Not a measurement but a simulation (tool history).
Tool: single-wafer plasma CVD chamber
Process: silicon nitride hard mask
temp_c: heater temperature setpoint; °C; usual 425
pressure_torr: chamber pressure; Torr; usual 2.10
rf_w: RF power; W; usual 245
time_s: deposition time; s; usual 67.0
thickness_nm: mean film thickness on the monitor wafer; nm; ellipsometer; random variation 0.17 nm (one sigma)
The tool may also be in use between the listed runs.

| run | hour | temp_c | pressure_torr | rf_w | time_s | wafers since the last listed run | hours since the last thermocouple change | hours since the last RF generator calibration | hours since the last manometer calibration | hours since the showerhead was replaced | hours since the gauge calibration | read-back reference wafer on the same gauge, thickness_nm | thickness_nm |
|---|---|---|---|---|---|---|---|---|---|---|---|---|---|
| 1 | 0.0 | 425 | 2.10 | 245 | 67.0 | 0 | 486.3 | 713.6 | 1548.5 | 6863.9 | 40.7 | 68.386 | 73.914 |
| 2 | 21.3 | 418 | 2.10 | 245 | 57.5 | 237 | 507.6 | 734.9 | 1569.8 | 6885.2 | 62.0 | 68.351 | 63.746 |
| 3 | 45.9 | 418 | 2.10 | 245 | 57.5 | 273 | 532.2 | 759.5 | 1594.4 | 6909.8 | 86.6 | 68.407 | 63.742 |
|  | 63.9 | capacitance manometer re-zeroed and calibrated |
| 4 | 65.3 | 418 | 2.10 | 245 | 57.5 | 126 | 551.6 | 778.9 | 1.4 | 6929.2 | 106.0 | 68.397 | 62.022 |
| 5 | 83.1 | 437 | 1.78 | 245 | 77.3 | 198 | 569.4 | 796.7 | 19.2 | 6947.0 | 123.8 | 68.372 | 79.785 |
| 6 | 99.7 | 425 | 2.10 | 225 | 71.8 | 184 | 586.0 | 813.3 | 35.8 | 6963.6 | 140.4 | 68.364 | 71.618 |
| 7 | 113.4 | 425 | 2.10 | 245 | 67.0 | 152 | 599.7 | 827.0 | 49.5 | 6977.3 | 154.1 | 68.400 | 72.711 |
| 8 | 149.1 | 425 | 2.10 | 245 | 67.0 | 397 | 635.4 | 862.7 | 85.2 | 7013.0 | 189.8 | 68.401 | 72.341 |
| 9 | 163.5 | 425 | 2.10 | 245 | 67.0 | 160 | 649.8 | 877.1 | 99.6 | 7027.4 | 204.2 | 68.391 | 72.399 |
| 10 | 195.3 | 417 | 2.10 | 245 | 67.0 | 353 | 681.6 | 908.9 | 131.4 | 7059.2 | 236.0 | 68.407 | 72.591 |
| 11 | 207.7 | 425 | 2.10 | 245 | 67.0 | 138 | 694.0 | 921.3 | 143.8 | 7071.6 | 248.4 | 68.409 | 72.220 |
|  | 220.5 | RF generator calibrated |
| 12 | 224.0 | 435 | 2.10 | 220 | 67.0 | 92 | 710.3 | 3.5 | 160.1 | 7087.9 | 264.7 | 68.351 | 66.501 |
|  | 248.7 | showerhead replaced |
| 13 | 249.2 | 420 | 2.40 | 295 | 73.6 | 191 | 735.5 | 28.7 | 185.3 | 0.5 | 289.9 | 68.388 | 98.435 |
| 14 | 268.8 | 425 | 2.46 | 245 | 56.7 | 218 | 755.1 | 48.3 | 204.9 | 20.1 | 309.5 | 68.406 | 64.595 |
| 15 | 297.5 | 425 | 2.10 | 245 | 63.3 | 319 | 783.8 | 77.0 | 233.6 | 48.8 | 338.2 | 68.371 | 69.757 |
| 16 | 316.0 | 417 | 2.62 | 205 | 78.4 | 205 | 802.3 | 95.5 | 252.1 | 67.3 | 356.7 | 68.414 | 76.678 |
| 17 | 343.5 | 431 | 1.75 | 225 | 59.7 | 306 | 829.8 | 123.0 | 279.6 | 94.8 | 384.2 | 68.402 | 58.145 |
| 18 | 377.1 | 425 | 2.10 | 245 | 75.2 | 374 | 863.4 | 156.6 | 313.2 | 128.4 | 417.8 | 68.436 | 83.070 |
| 19 | 392.7 | 425 | 2.10 | 245 | 67.0 | 173 | 879.0 | 172.2 | 328.8 | 144.0 | 433.4 | 68.372 | 73.989 |
| 20 | 413.3 | 425 | 2.24 | 245 | 57.6 | 229 | 899.6 | 192.8 | 349.4 | 164.6 | 454.0 | 68.419 | 64.728 |
|  | 445.4 | thermocouple changed; heater temperature recalibrated |
| 21 | 445.9 | 425 | 2.10 | 225 | 75.7 | 273 | 0.5 | 225.4 | 382.0 | 197.2 | 486.6 | 68.376 | 76.832 |
| 22 | 471.1 | 418 | 2.10 | 285 | 67.0 | 280 | 25.7 | 250.6 | 407.2 | 222.4 | 511.8 | 68.380 | 84.206 |
| 23 | 505.6 | 425 | 2.32 | 245 | 61.7 | 384 | 60.2 | 285.1 | 441.7 | 256.9 | 546.3 | 68.414 | 69.749 |
| 24 | 537.3 | 425 | 1.95 | 245 | 67.0 | 352 | 91.9 | 316.8 | 473.4 | 288.6 | 578.0 | 68.408 | 72.408 |
| 25 | 572.7 | 425 | 1.81 | 200 | 71.3 | 394 | 127.3 | 352.2 | 508.8 | 324.0 | 613.4 | 68.412 | 62.497 |
| 26 | 602.9 | 425 | 2.10 | 245 | 67.0 | 336 | 157.5 | 382.4 | 539.0 | 354.2 | 643.6 | 68.391 | 73.532 |
|  | 666.2 | gauge calibrated |
| 27 | 675.3 | 421 | 2.35 | 230 | 54.4 | 805 | 229.9 | 454.8 | 611.4 | 426.6 | 9.1 | 68.362 | 57.859 |
| 28 | 688.0 | 425 | 2.26 | 245 | 62.7 | 141 | 242.6 | 467.5 | 624.1 | 439.3 | 21.8 | 68.396 | 70.035 |

Below, some changes in thickness_nm between adjacent runs. For each, the amount present without the hidden state too (settings, incoming material, random variation) and the amount remaining for the hidden state with gauge scatter not shared by both compared results:
The hidden state here: wafer temperature above the value expected at the setpoint (K); delivered RF power above the setpoint (%); true pressure above the setpoint (%); gauge reads high (%).
Run 3 -> 4: capacitance manometer re-zeroed and calibrated. thickness_nm -1.720 nm: hidden state -1.391, all else -0.329.
Run 11 -> 12: temp_c 425 -> 435, rf_w 245 -> 220, RF generator calibrated. thickness_nm -5.719 nm: hidden state +1.632, all else -7.351.
Run 12 -> 13: temp_c 435 -> 420, pressure_torr 2.10 -> 2.40, rf_w 220 -> 295, time_s 67.0 -> 73.6, showerhead replaced. thickness_nm +31.934 nm: hidden state -0.011, all else +31.945.
Run 13 -> 14: temp_c 420 -> 425, pressure_torr 2.40 -> 2.46, rf_w 295 -> 245, time_s 73.6 -> 56.7. thickness_nm -33.840 nm: hidden state -0.012, all else -33.828.
